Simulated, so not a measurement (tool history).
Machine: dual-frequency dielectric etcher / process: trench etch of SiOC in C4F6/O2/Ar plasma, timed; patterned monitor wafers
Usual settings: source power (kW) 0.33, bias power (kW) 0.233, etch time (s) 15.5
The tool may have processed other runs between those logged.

| run | hour | source power (kW) | bias power (kW) | etch time (s) | read-back reference wafer on the same gauge, depth_nm | mean etch depth across the wafer (Å) |
|---|---|---|---|---|---|---|
| 1 | 0 | 0.33 | 0.248 | 15.5 | 28.51 | 338.9 |
| 2 | 6.8 | 0.33 | 0.248 | 15.5 | 28.5 | 341.9 |
| 3 | 23.6 | 0.33 | 0.233 | 15.5 | 28.53 | 331.8 |
| 4 | 37.7 | 0.33 | 0.233 | 15.5 | 28.54 | 329.1 |
| 5 | 54.7 | 0.33 | 0.201 | 15.5 | 28.53 | 312.9 |
| 6 | 71.1 | 0.33 | 0.201 | 15.5 | 28.48 | 310.9 |
| 7 | 84.2 | 0.33 | 0.201 | 15.5 | 28.45 | 313 |
| 8 | 100.5 | 0.33 | 0.233 | 15.5 | 28.53 | 335.4 |
| 9 | 113.2 | 0.33 | 0.233 | 15.5 | 28.54 | 336.2 |
|  | 139.3 | source power generator calibrated |
|  | 165.5 | gauge calibrated |
|  | 179.8 | upper electrode replaced |
| 10 | 180.3 | 0.33 | 0.233 | 15.5 | 28.45 | 334.8 |
| 11 | 180.7 | 0.3 | 0.248 | 14 | 28.49 | 301.5 |
| 12 | 182.9 | 0.33 | 0.28 | 14.5 | 28.49 | 336.8 |
|  | 191 | bias power generator calibrated |
| 13 | 197.5 | 0.39 | 0.183 | 12.5 | 28.55 | 256.8 |
| 14 | 213.5 | 0.33 | 0.233 | 15.5 | 28.48 | 336.6 |
|  | 238.8 | wet clean of the chamber |
| 15 | 239.3 | 0.33 | 0.201 | 15.5 | 28.47 | 303.7 |
| 16 | 245.1 | 0.37 | 0.183 | 18.5 | 28.51 | 362.1 |
| 17 | 258 | 0.33 | 0.233 | 15.5 | 28.46 | 325.4 |
| 18 | 270 | 0.26 | 0.214 | 18 | 28.48 | 344.7 |
| 19 | 282.3 | 0.29 | 0.233 | 15.5 | 28.46 | 314.5 |
| 20 | 293.7 | 0.27 | 0.25 | 20 | 28.53 | 408.3 |
| 21 | 310 | 0.38 | 0.282 | 18.5 | 28.46 | 436.2 |

Below, each run's measurement less what the same run would have read without the hidden state. Both values contain the same run-to-run variation, but the gauge's scatter may not be the same in both:
Hidden state at play: etch rate over this chamber's usual, %; source power that arrives over what is set, %; bias power that arrives over what is set, %; gauge reads high (%).
| run | mean etch depth across the wafer (Å) |
|---|---|
| 1 | +5.1 |
| 2 | +5.3 |
| 3 | +5.7 |
| 4 | +6.2 |
| 5 | +6.4 |
| 6 | +6.8 |
| 7 | +7.3 |
| 8 | +8.4 |
| 9 | +8.8 |
| 10 | +11 |
| 11 | +9.8 |
| 12 | +11.2 |
| 13 | +8.8 |
| 14 | +12.1 |
| 15 | -2 |
| 16 | -2.1 |
| 17 | -1.4 |
| 18 | -1.1 |
| 19 | -0.6 |
| 20 | -0.3 |
| 21 | +0.4 |
